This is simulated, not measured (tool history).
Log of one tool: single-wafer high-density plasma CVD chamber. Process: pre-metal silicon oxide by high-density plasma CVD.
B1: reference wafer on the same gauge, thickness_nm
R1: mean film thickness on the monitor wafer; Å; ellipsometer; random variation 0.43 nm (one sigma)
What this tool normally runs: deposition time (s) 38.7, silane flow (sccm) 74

{"run": 1, "hour": 0.0, "deposition time (s)": 40.7, "silane flow (sccm)": 74, "B1": 257.012, "R1": 3065.05}
{"run": 2, "hour": 17.5, "deposition time (s)": 40.7, "silane flow (sccm)": 74, "B1": 257.013, "R1": 3069.85}
{"run": 3, "hour": 31.8, "deposition time (s)": 38.7, "silane flow (sccm)": 69, "B1": 256.909, "R1": 2789.77}
{"run": 4, "hour": 38.0, "deposition time (s)": 38.7, "silane flow (sccm)": 69, "B1": 257.057, "R1": 2795.26}
{"run": 5, "hour": 48.5, "deposition time (s)": 34.4, "silane flow (sccm)": 63, "B1": 256.941, "R1": 2339.8}
{"run": 6, "hour": 58.1, "deposition time (s)": 34.4, "silane flow (sccm)": 63, "B1": 257.142, "R1": 2346.99}
{"run": 7, "hour": 96.2, "deposition time (s)": 38.7, "silane flow (sccm)": 74, "B1": 257.111, "R1": 2922.34}
{"run": 8, "hour": 104.4, "deposition time (s)": 38.7, "silane flow (sccm)": 74, "B1": 257.164, "R1": 2912.6}
{"run": 9, "hour": 121.7, "deposition time (s)": 38.7, "silane flow (sccm)": 74, "B1": 256.9, "R1": 2919.3}
{"run": 10, "hour": 128.9, "deposition time (s)": 38.7, "silane flow (sccm)": 74, "B1": 256.999, "R1": 2922.59}
{"run": 11, "hour": 146.4, "deposition time (s)": 38.7, "silane flow (sccm)": 74, "B1": 256.905, "R1": 2916.89}
{"run": 12, "hour": 154.9, "deposition time (s)": 38.7, "silane flow (sccm)": 74, "B1": 256.958, "R1": 2918.87}
{"run": 13, "hour": 170.0, "deposition time (s)": 38.7, "silane flow (sccm)": 74, "B1": 257.035, "R1": 2924.08}
{"run": 14, "hour": 189.1, "deposition time (s)": 38.7, "silane flow (sccm)": 74, "B1": 256.88, "R1": 2919.82}
{"run": 15, "hour": 195.9, "deposition time (s)": 38.7, "silane flow (sccm)": 74, "B1": 257.03, "R1": 2920.25}
{"run": 16, "hour": 204.4, "deposition time (s)": 38.7, "silane flow (sccm)": 83, "B1": 257.017, "R1": 3155.79}
{"hour": 218.4, "done": "gauge calibrated"}
{"run": 17, "hour": 218.6, "deposition time (s)": 38.7, "silane flow (sccm)": 83, "B1": 256.936, "R1": 3149.09}
{"run": 18, "hour": 233.3, "deposition time (s)": 36.7, "silane flow (sccm)": 74, "B1": 256.937, "R1": 2766.61}
{"run": 19, "hour": 249.9, "deposition time (s)": 36.7, "silane flow (sccm)": 74, "B1": 257.127, "R1": 2772.63}
{"run": 20, "hour": 282.3, "deposition time (s)": 38.7, "silane flow (sccm)": 74, "B1": 256.965, "R1": 2926.8}
{"run": 21, "hour": 299.1, "deposition time (s)": 38.7, "silane flow (sccm)": 74, "B1": 256.881, "R1": 2920.33}
{"run": 22, "hour": 311.1, "deposition time (s)": 38.7, "silane flow (sccm)": 74, "B1": 257.107, "R1": 2926.28}
{"run": 23, "hour": 327.3, "deposition time (s)": 38.7, "silane flow (sccm)": 74, "B1": 257.102, "R1": 2925.1}
{"run": 24, "hour": 335.4, "deposition time (s)": 35.7, "silane flow (sccm)": 79, "B1": 257.031, "R1": 2810.63}
{"run": 25, "hour": 349.3, "deposition time (s)": 38.7, "silane flow (sccm)": 84, "B1": 256.998, "R1": 3182.64}
{"run": 26, "hour": 358.8, "deposition time (s)": 32.9, "silane flow (sccm)": 70, "B1": 257.046, "R1": 2391.59}
{"run": 27, "hour": 371.7, "deposition time (s)": 31.2, "silane flow (sccm)": 74, "B1": 256.976, "R1": 2363.88}
{"run": 28, "hour": 380.4, "deposition time (s)": 44.5, "silane flow (sccm)": 85, "B1": 257.073, "R1": 3676.36}
{"run": 29, "hour": 389.4, "deposition time (s)": 38.7, "silane flow (sccm)": 74, "B1": 257.078, "R1": 2931.75}
{"run": 30, "hour": 404.8, "deposition time (s)": 36.3, "silane flow (sccm)": 79, "B1": 256.927, "R1": 2861.99}
{"hour": 413.2, "done": "silane flow controller replaced"}
{"run": 31, "hour": 417.5, "deposition time (s)": 35.7, "silane flow (sccm)": 79, "B1": 257.088, "R1": 2863.7}
{"run": 32, "hour": 424.9, "deposition time (s)": 38.7, "silane flow (sccm)": 61, "B1": 257.009, "R1": 2637.61}
{"run": 33, "hour": 454.8, "deposition time (s)": 38.7, "silane flow (sccm)": 79, "B1": 257.068, "R1": 3108.8}
{"run": 34, "hour": 469.1, "deposition time (s)": 45.5, "silane flow (sccm)": 80, "B1": 256.992, "R1": 3676.51}
{"run": 35, "hour": 486.0, "deposition time (s)": 38.7, "silane flow (sccm)": 74, "B1": 256.987, "R1": 2978.08}
{"run": 36, "hour": 500.1, "deposition time (s)": 31.5, "silane flow (sccm)": 89, "B1": 256.991, "R1": 2737.8}
{"hour": 510.5, "done": "silane flow controller replaced, repeated, since the last time left the tool worse"}
{"run": 37, "hour": 515.1, "deposition time (s)": 35.8, "silane flow (sccm)": 88, "B1": 257.061, "R1": 2938.69}
{"run": 38, "hour": 523.5, "deposition time (s)": 35.2, "silane flow (sccm)": 68, "B1": 256.866, "R1": 2442.06}
{"run": 39, "hour": 536.0, "deposition time (s)": 45.5, "silane flow (sccm)": 66, "B1": 257.082, "R1": 3097.54}
{"run": 40, "hour": 547.3, "deposition time (s)": 31.2, "silane flow (sccm)": 79, "B1": 257.006, "R1": 2388.84}
{"run": 41, "hour": 557.3, "deposition time (s)": 38.7, "silane flow (sccm)": 74, "B1": 257.117, "R1": 2836.76}
{"run": 42, "hour": 573.5, "deposition time (s)": 38.7, "silane flow (sccm)": 74, "B1": 256.959, "R1": 2828.35}
{"run": 43, "hour": 581.7, "deposition time (s)": 41.5, "silane flow (sccm)": 81, "B1": 256.969, "R1": 3229.1}
{"run": 44, "hour": 589.7, "deposition time (s)": 38.7, "silane flow (sccm)": 60, "B1": 256.946, "R1": 2492.83}
{"run": 45, "hour": 598.0, "deposition time (s)": 35.4, "silane flow (sccm)": 68, "B1": 256.939, "R1": 2457.1}
{"run": 46, "hour": 604.7, "deposition time (s)": 38.7, "silane flow (sccm)": 74, "B1": 257.075, "R1": 2832.89}

Alternative continuations, all from the tool just after run 46; predict every row:
{"run": "A", "hour": 605.1, "deposition time (s)": 38.7, "silane flow (sccm)": 74, "B1": "?", "R1": "?"}
{"run": "B", "hour": 605.1, "deposition time (s)": 34.6, "silane flow (sccm)": 69, "B1": "?", "R1": "?"}
{"run": "C", "hour": 605.1, "deposition time (s)": 43.3, "silane flow (sccm)": 87, "B1": "?", "R1": "?"}
{"run": "D", "hour": 605.1, "deposition time (s)": 35.3, "silane flow (sccm)": 74, "B1": "?", "R1": "?"}

run=A B1=256.878 R1=2832.99
run=B B1=256.878 R1=2423.08
run=C B1=256.878 R1=3526.89
run=D B1=256.878 R1=2584.10
With the hidden condition removed and each run's random variation left untouched, the same runs would have given:
run=A R1=2832.93
run=B R1=2423.03
run=C R1=3526.82
run=D R1=2584.04
